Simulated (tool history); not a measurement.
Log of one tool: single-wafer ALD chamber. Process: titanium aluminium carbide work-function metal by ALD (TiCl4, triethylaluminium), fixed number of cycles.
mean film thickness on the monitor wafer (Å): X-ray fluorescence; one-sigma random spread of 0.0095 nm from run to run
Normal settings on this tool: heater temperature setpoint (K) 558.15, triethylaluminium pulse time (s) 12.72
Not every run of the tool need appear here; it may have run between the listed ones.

| run | hour | heater temperature setpoint (K) | triethylaluminium pulse time (s) | read-back reference wafer on the same gauge, thickness_nm | mean film thickness on the monitor wafer (Å) |
|---|---|---|---|---|---|
| 1 | 0 | 558.15 | 15.76 | 1.539 | 18.85 |
| 2 | 58.2 | 558.15 | 15.76 | 1.54 | 18.78 |
| 3 | 129.7 | 558.15 | 15.76 | 1.541 | 18.71 |
| 4 | 157 | 558.15 | 14.56 | 1.54 | 18.74 |
| 5 | 204.7 | 558.15 | 14.56 | 1.54 | 18.58 |
| 6 | 266.7 | 558.15 | 14.56 | 1.537 | 18.73 |
| 7 | 318.1 | 558.15 | 12.72 | 1.541 | 18.45 |
| 8 | 356.5 | 558.15 | 12.72 | 1.54 | 18.54 |
| 9 | 382.6 | 558.15 | 12.72 | 1.536 | 18.42 |
| 10 | 434.4 | 558.15 | 12.72 | 1.542 | 18.5 |
| 11 | 484.9 | 558.15 | 12.72 | 1.538 | 18.44 |
| 12 | 549.6 | 558.15 | 12.72 | 1.541 | 18.49 |
| 13 | 605.7 | 558.15 | 12.72 | 1.539 | 18.45 |
| 14 | 634.7 | 558.15 | 12.72 | 1.539 | 18.32 |
| 15 | 661.7 | 558.15 | 12.72 | 1.542 | 18.54 |
| 16 | 719.6 | 571.15 | 12.72 | 1.539 | 18.93 |
| 17 | 757.7 | 558.15 | 12.72 | 1.541 | 17.82 |
| 18 | 828.7 | 569.15 | 17.67 | 1.542 | 19.35 |
| 19 | 861.8 | 558.15 | 12.72 | 1.54 | 18.02 |
| 20 | 902.8 | 567.15 | 9.19 | 1.542 | 18.08 |
| 21 | 928.7 | 568.15 | 14.14 | 1.54 | 19.04 |
| 22 | 996.4 | 558.15 | 12.72 | 1.538 | 17.97 |
| 23 | 1057.1 | 558.15 | 12.72 | 1.538 | 17.96 |
| 24 | 1126.6 | 558.15 | 14.34 | 1.542 | 18.66 |
| 25 | 1155.9 | 545.15 | 15.18 | 1.54 | 17.68 |
| 26 | 1188 | 558.15 | 14.92 | 1.541 | 18.57 |
| 27 | 1226 | 550.15 | 12.72 | 1.543 | 17.86 |
| 28 | 1269.3 | 545.15 | 12.72 | 1.539 | 17.5 |
| 29 | 1310.8 | 563.15 | 12.72 | 1.537 | 19.17 |
| 30 | 1360.4 | 544.15 | 15.69 | 1.54 | 17.67 |
| 31 | 1410.3 | 558.15 | 12.72 | 1.542 | 18.67 |
| 32 | 1465.7 | 564.15 | 14.39 | 1.54 | 19.38 |
| 33 | 1533.8 | 552.15 | 9.82 | 1.54 | 17.99 |
| 34 | 1582.9 | 558.15 | 8.66 | 1.542 | 18.22 |

Removed from this log: 5 entries logged between the listed runs. Between which two listed runs does each belong, and how does the tool's hidden state at the listed run before it compare with that at the listed run after it?
Runs 7 to 8: showerhead replaced (hour 346.9)
  triethylaluminium dose above that of a fresh bottle (%): -15.9 -> -16.7
  the result without the hidden state subtracted from the measured one, mean film thickness on the monitor wafer (Å): -0.14 -> -0.15
Runs 15 to 16: triethylaluminium bottle replaced (hour 709.6)
  triethylaluminium dose above that of a fresh bottle (%): -23.9 -> -44.3
  the result without the hidden state subtracted from the measured one, mean film thickness on the monitor wafer (Å): -0.25 -> -0.7
Runs 16 to 17: thermocouple changed; heater temperature recalibrated (hour 754.8)
  no hidden state differs between the two runs
  the result without the hidden state subtracted from the measured one, mean film thickness on the monitor wafer (Å): -0.7 -> -0.66
Runs 17 to 18: gauge calibrated (hour 774.7)
  triethylaluminium dose above that of a fresh bottle (%): -44.3 -> -44.4
  the result without the hidden state subtracted from the measured one, mean film thickness on the monitor wafer (Å): -0.66 -> -0.35
Runs 23 to 24: triethylaluminium bottle replaced, repeated, since the last time left the tool worse (hour 1120.9)
  triethylaluminium dose above that of a fresh bottle (%): -45.2 -> -4.86
  the result without the hidden state subtracted from the measured one, mean film thickness on the monitor wafer (Å): -0.69 -> -0.02

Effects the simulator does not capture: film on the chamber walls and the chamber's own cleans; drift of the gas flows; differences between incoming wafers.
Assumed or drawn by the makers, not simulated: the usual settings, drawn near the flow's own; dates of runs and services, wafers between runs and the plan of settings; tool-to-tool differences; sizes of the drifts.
